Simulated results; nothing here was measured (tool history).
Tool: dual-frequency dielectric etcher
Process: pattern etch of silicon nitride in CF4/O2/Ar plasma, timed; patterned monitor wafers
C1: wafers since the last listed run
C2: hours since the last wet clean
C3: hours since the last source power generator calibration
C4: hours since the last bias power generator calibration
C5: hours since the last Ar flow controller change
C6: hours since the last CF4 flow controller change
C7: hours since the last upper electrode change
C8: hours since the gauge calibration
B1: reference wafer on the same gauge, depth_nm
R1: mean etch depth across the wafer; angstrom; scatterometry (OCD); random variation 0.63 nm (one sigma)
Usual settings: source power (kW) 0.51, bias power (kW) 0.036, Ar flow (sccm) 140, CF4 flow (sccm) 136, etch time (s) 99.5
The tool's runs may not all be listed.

run 1 day=0 | source_power_(kW)=0.51 bias_power_(kW)=0.036 Ar_flow_(sccm)=140 CF4_flow_(sccm)=136 etch_time_(s)=99.5 | C1=0 C2=389.9 C3=3370.9 C4=2817 C5=1937 C6=4795.3 C7=33.5 C8=534 | B1=171.9 | R1=1708
run 2 day=0.346 | source_power_(kW)=0.51 bias_power_(kW)=0.039 Ar_flow_(sccm)=140 CF4_flow_(sccm)=136 etch_time_(s)=99.5 | C1=73 C2=398.2 C3=3379.2 C4=2825.3 C5=1945.3 C6=4803.6 C7=41.8 C8=542.3 | B1=171.7 | R1=1779
run 3 day=0.654 | source_power_(kW)=0.51 bias_power_(kW)=0.036 Ar_flow_(sccm)=140 CF4_flow_(sccm)=136 etch_time_(s)=99.5 | C1=65 C2=405.6 C3=3386.6 C4=2832.7 C5=1952.7 C6=4811 C7=49.2 C8=549.7 | B1=172 | R1=1705
-- day=1.296 gauge calibrated
run 4 day=1.3 | source_power_(kW)=0.51 bias_power_(kW)=0.04 Ar_flow_(sccm)=140 CF4_flow_(sccm)=136 etch_time_(s)=99.5 | C1=137 C2=421.1 C3=3402.1 C4=2848.2 C5=1968.2 C6=4826.5 C7=64.7 C8=0.1 | B1=172 | R1=1818
run 5 day=1.608 | source_power_(kW)=0.51 bias_power_(kW)=0.04 Ar_flow_(sccm)=140 CF4_flow_(sccm)=136 etch_time_(s)=99.5 | C1=65 C2=428.5 C3=3409.5 C4=2855.6 C5=1975.6 C6=4833.9 C7=72.1 C8=7.5 | B1=171.9 | R1=1808
-- day=1.817 bias power generator calibrated
run 6 day=2.175 | source_power_(kW)=0.56 bias_power_(kW)=0.04 Ar_flow_(sccm)=154 CF4_flow_(sccm)=147 etch_time_(s)=99.5 | C1=85 C2=442.1 C3=3423.1 C4=8.6 C5=1989.2 C6=4847.5 C7=85.7 C8=21.1 | B1=171.9 | R1=1926
-- day=2.446 CF4 flow controller replaced
-- day=3.229 Ar flow controller replaced
-- day=3.633 wet clean of the chamber
run 7 day=3.654 | source_power_(kW)=0.46 bias_power_(kW)=0.036 Ar_flow_(sccm)=169 CF4_flow_(sccm)=136 etch_time_(s)=99.5 | C1=122 C2=0.5 C3=3458.6 C4=44.1 C5=10.2 C6=29 C7=121.2 C8=56.6 | B1=171.8 | R1=1530
run 8 day=3.667 | source_power_(kW)=0.51 bias_power_(kW)=0.036 Ar_flow_(sccm)=167 CF4_flow_(sccm)=136 etch_time_(s)=99.5 | C1=2 C2=0.8 C3=3458.9 C4=44.4 C5=10.5 C6=29.3 C7=121.5 C8=56.9 | B1=171.9 | R1=1650
run 9 day=3.679 | source_power_(kW)=0.51 bias_power_(kW)=0.036 Ar_flow_(sccm)=140 CF4_flow_(sccm)=136 etch_time_(s)=99.5 | C1=2 C2=1.1 C3=3459.2 C4=44.7 C5=10.8 C6=29.6 C7=121.8 C8=57.2 | B1=172.1 | R1=1668
run 10 day=4.046 | source_power_(kW)=0.51 bias_power_(kW)=0.036 Ar_flow_(sccm)=140 CF4_flow_(sccm)=136 etch_time_(s)=113 | C1=78 C2=9.9 C3=3468 C4=53.5 C5=19.6 C6=38.4 C7=130.6 C8=66 | B1=171.9 | R1=1897
run 11 day=4.554 | source_power_(kW)=0.51 bias_power_(kW)=0.036 Ar_flow_(sccm)=140 CF4_flow_(sccm)=105 etch_time_(s)=84 | C1=108 C2=22.1 C3=3480.2 C4=65.7 C5=31.8 C6=50.6 C7=142.8 C8=78.2 | B1=172 | R1=1366
run 12 day=4.917 | source_power_(kW)=0.51 bias_power_(kW)=0.031 Ar_flow_(sccm)=140 CF4_flow_(sccm)=154 etch_time_(s)=99.5 | C1=77 C2=30.8 C3=3488.9 C4=74.4 C5=40.5 C6=59.3 C7=151.5 C8=86.9 | B1=172 | R1=1571
run 13 day=5.175 | source_power_(kW)=0.51 bias_power_(kW)=0.036 Ar_flow_(sccm)=140 CF4_flow_(sccm)=136 etch_time_(s)=99.5 | C1=55 C2=37 C3=3495.1 C4=80.6 C5=46.7 C6=65.5 C7=157.7 C8=93.1 | B1=171.9 | R1=1671
run 14 day=5.712 | source_power_(kW)=0.51 bias_power_(kW)=0.028 Ar_flow_(sccm)=140 CF4_flow_(sccm)=136 etch_time_(s)=99.5 | C1=114 C2=49.9 C3=3508 C4=93.5 C5=59.6 C6=78.4 C7=170.6 C8=106 | B1=172.1 | R1=1474
-- day=6.229 source power generator calibrated
run 15 day=6.408 | source_power_(kW)=0.43 bias_power_(kW)=0.036 Ar_flow_(sccm)=151 CF4_flow_(sccm)=136 etch_time_(s)=99.5 | C1=112 C2=66.6 C3=4.3 C4=110.2 C5=76.3 C6=95.1 C7=187.3 C8=122.7 | B1=172 | R1=1487
run 16 day=6.929 | source_power_(kW)=0.51 bias_power_(kW)=0.036 Ar_flow_(sccm)=154 CF4_flow_(sccm)=136 etch_time_(s)=99.5 | C1=111 C2=79.1 C3=16.8 C4=122.7 C5=88.8 C6=107.6 C7=199.8 C8=135.2 | B1=172.2 | R1=1667
run 17 day=7.492 | source_power_(kW)=0.51 bias_power_(kW)=0.036 Ar_flow_(sccm)=140 CF4_flow_(sccm)=136 etch_time_(s)=80.5 | C1=119 C2=92.6 C3=30.3 C4=136.2 C5=102.3 C6=121.1 C7=213.3 C8=148.7 | B1=172 | R1=1360
run 18 day=8.108 | source_power_(kW)=0.51 bias_power_(kW)=0.036 Ar_flow_(sccm)=140 CF4_flow_(sccm)=136 etch_time_(s)=99.5 | C1=131 C2=107.4 C3=45.1 C4=151 C5=117.1 C6=135.9 C7=228.1 C8=163.5 | B1=171.9 | R1=1695
run 19 day=8.742 | source_power_(kW)=0.51 bias_power_(kW)=0.038 Ar_flow_(sccm)=150 CF4_flow_(sccm)=168 etch_time_(s)=85.5 | C1=135 C2=122.6 C3=60.3 C4=166.2 C5=132.3 C6=151.1 C7=243.3 C8=178.7 | B1=172 | R1=1502
run 20 day=9.4 | source_power_(kW)=0.51 bias_power_(kW)=0.028 Ar_flow_(sccm)=140 CF4_flow_(sccm)=121 etch_time_(s)=99.5 | C1=140 C2=138.4 C3=76.1 C4=182 C5=148.1 C6=166.9 C7=259.1 C8=194.5 | B1=172 | R1=1464
run 21 day=10.092 | source_power_(kW)=0.51 bias_power_(kW)=0.032 Ar_flow_(sccm)=166 CF4_flow_(sccm)=166 etch_time_(s)=99.5 | C1=147 C2=155 C3=92.7 C4=198.6 C5=164.7 C6=183.5 C7=275.7 C8=211.1 | B1=172 | R1=1601
run 22 day=10.462 | source_power_(kW)=0.51 bias_power_(kW)=0.044 Ar_flow_(sccm)=140 CF4_flow_(sccm)=166 etch_time_(s)=84 | C1=79 C2=163.9 C3=101.6 C4=207.5 C5=173.6 C6=192.4 C7=284.6 C8=220 | B1=172.2 | R1=1606

The same runs without the tool's hidden state, with the same run-to-run variation:
The hidden state here: etch rate over this chamber's usual, %; source power that arrives over what is set, %; bias power that arrives over what is set, %; Ar flow that arrives over what is set, %; CF4 flow that arrives over what is set, %; gauge reads high (%).
run=1 R1=1665
run=2 R1=1734
run=3 R1=1660
run=4 R1=1769
run=5 R1=1758
run=6 R1=1871
run=7 R1=1530
run=8 R1=1651
run=9 R1=1669
run=10 R1=1897
run=11 R1=1365
run=12 R1=1569
run=13 R1=1668
run=14 R1=1470
run=15 R1=1481
run=16 R1=1659
run=17 R1=1352
run=18 R1=1684
run=19 R1=1490
run=20 R1=1451
run=21 R1=1586
run=22 R1=1589

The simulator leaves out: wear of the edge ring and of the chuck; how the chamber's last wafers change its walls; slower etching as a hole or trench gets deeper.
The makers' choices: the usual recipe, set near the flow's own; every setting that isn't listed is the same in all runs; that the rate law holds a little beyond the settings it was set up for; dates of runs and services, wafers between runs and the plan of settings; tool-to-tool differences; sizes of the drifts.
